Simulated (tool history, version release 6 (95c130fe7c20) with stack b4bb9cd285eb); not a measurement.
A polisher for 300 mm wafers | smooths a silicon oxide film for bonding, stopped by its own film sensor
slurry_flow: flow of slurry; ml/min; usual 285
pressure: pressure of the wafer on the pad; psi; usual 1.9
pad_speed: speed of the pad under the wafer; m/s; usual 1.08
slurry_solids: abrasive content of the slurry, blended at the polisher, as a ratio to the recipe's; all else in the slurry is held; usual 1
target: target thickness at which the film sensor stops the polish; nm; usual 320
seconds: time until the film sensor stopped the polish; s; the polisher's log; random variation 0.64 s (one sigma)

run     day  slurry_flow  pressure  pad_speed  slurry_solids  target  wafers since the last listed run  wafers polished on this pad  hours since the slurry nozzle was cleaned  hours since the head pressure was calibrated  hours since the slurry blender was calibrated  incoming thickness of the incoming film, nm  seconds
  1       0          285       1.9       1.08              1     320                                 0                          617                                      537.3                                        1325.8                                           88.6                                        368.5     57.8
  2   0.512          285       1.9       1.08              1     320                               124                          741                                      549.6                                        1338.1                                          100.9                                        361.9     51.4
  3   0.867          285       1.9       1.08              1     320                                86                          828                                      558.1                                        1346.6                                          109.4                                        366.8     57.9
      1.033  -- slurry blender recalibrated
      1.133  -- worn pad replaced by a new one
  4   1.571          285       1.9       1.08              1     320                               126                          106                                        575                                        1363.5                                           12.9                                        377.3     66.8
  5   2.288          285       1.9       1.08              1     320                               174                          281                                      592.2                                        1380.7                                           30.1                                        372.4     60.4
  6    2.85          285       2.2       1.08              1     320                               137                          418                                      605.7                                        1394.2                                           43.6                                        367.6     48.3
  7   3.442          285       2.2       1.08              1     320                               144                          562                                      619.9                                        1408.4                                           57.8                                        368.7       51
      3.908  -- worn pad replaced by a new one
  8   3.962          285       2.2       1.08              1     320                                86                           13                                      632.4                                        1420.9                                           70.3                                        373.6     59.7
  9   4.542          285       1.9       1.08              1     320                               141                          154                                      646.3                                        1434.8                                           84.2                                        374.5     70.3
 10    5.25          285       1.9       1.08              1     320                               172                          326                                      663.3                                        1451.8                                          101.2                                          374     70.9
 11   5.633          285       1.9       1.08              1     320                                93                          420                                      672.5                                          1461                                          110.4                                        370.4     66.8
      6.083  -- slurry blender recalibrated
 12   6.283          285       1.9       1.08              1     320                               138                          558                                      688.1                                        1476.6                                            4.8                                        368.5     65.7
      6.567  -- worn pad replaced by a new one, repeated, since the last time left the tool worse
 13   6.588          285       1.9       1.08              1     320                                33                            5                                      695.4                                        1483.9                                           12.1                                        366.4       53
      6.762  -- head pressure recalibrated
 14       7          285       1.9       1.08              1     320                                80                           85                                      705.3                                           5.7                                             22                                        368.7     56.1
 15   7.562          285       2.5       1.08              1     328                               137                          222                                      718.8                                          19.2                                           35.5                                        375.2     42.1
 16   8.271          285       1.9       1.08              1     303                               172                          395                                      735.8                                          36.2                                           52.5                                        373.8     84.8
      8.938  -- slurry nozzle cleaned
 17   9.021          370       1.9       1.08              1     320                               172                          567                                          2                                          54.2                                           70.5                                        372.6     60.9
      9.371  -- worn pad replaced by a new one
 18   9.392          285       1.5        0.8            0.8     320                                49                            5                                       10.9                                          63.1                                           79.4                                        377.4    111.9
 19   9.896          285       1.9       1.08              1     320                               122                          128                                         23                                          75.2                                           91.5                                        370.7     59.5
 20    10.4          285       2.5       1.08              1     328                               122                          251                                       35.1                                          87.3                                          103.6                                        365.6     33.1
 21  11.071          285       1.9       1.08              1     320                               163                          414                                       51.2                                         103.4                                          119.7                                        373.5     62.4
     11.442  -- slurry blender recalibrated
 22  11.708          230       2.1       0.74            0.7     320                               135                          549                                       66.5                                         118.7                                            6.4                                        363.8     72.8
     12.192  -- worn pad replaced by a new one
 23  12.212          205       1.9       1.08              1     320                                82                            5                                       78.6                                         130.8                                           18.5                                        365.8       55
 24  12.529          200       1.4       0.94            1.2     320                                77                           82                                       86.2                                         138.4                                           26.1                                        373.7     90.4
 25  12.929          220       1.9       0.96              1     320                                97                          179                                       95.8                                           148                                           35.7                                        370.7     66.6
 26  13.562          360       2.2       1.08              1     320                               154                          334                                        111                                         163.2                                           50.9                                        369.3     47.8
 27  14.088          285       1.9       0.92              1     306                               127                          462                                      123.6                                         175.8                                           63.5                                        373.4     88.5
 28   14.35          325       1.9       1.34              1     320                                63                          525                                      129.9                                         182.1                                           69.8                                        375.2     55.7
 29  14.929          285       1.9       1.08              1     312                               141                          667                                      143.8                                           196                                           83.7                                        378.2     78.7

Forecast each of these 5 alternatives for the next run:
  A  14.946          215       1.9       1.08              1     320                                 1                          668                                      144.2                                         196.4                                           84.1                                        366.8        ?
  B  14.946          285       1.9       1.22              1     311                                 1                          668                                      144.2                                         196.4                                           84.1                                        366.8        ?
  C  14.946          225       1.9       1.22            1.2     310                                 1                          668                                      144.2                                         196.4                                           84.1                                        366.8        ?
  D  14.946          385       1.9       0.82            0.9     330                                 1                          668                                      144.2                                         196.4                                           84.1                                        366.8        ?
  E  14.946          210       1.9       1.08              1     320                                 1                          668                                      144.2                                         196.4                                           84.1                                        366.8        ?

run  seconds
  A     58.9
  B     62.4
  C     60.9
  D     54.7
  E     59.1
Without the tool's hidden state the same runs would have given:
run  seconds
  A     55.7
  B       59
  C     57.6
  D     51.8
  E     55.8

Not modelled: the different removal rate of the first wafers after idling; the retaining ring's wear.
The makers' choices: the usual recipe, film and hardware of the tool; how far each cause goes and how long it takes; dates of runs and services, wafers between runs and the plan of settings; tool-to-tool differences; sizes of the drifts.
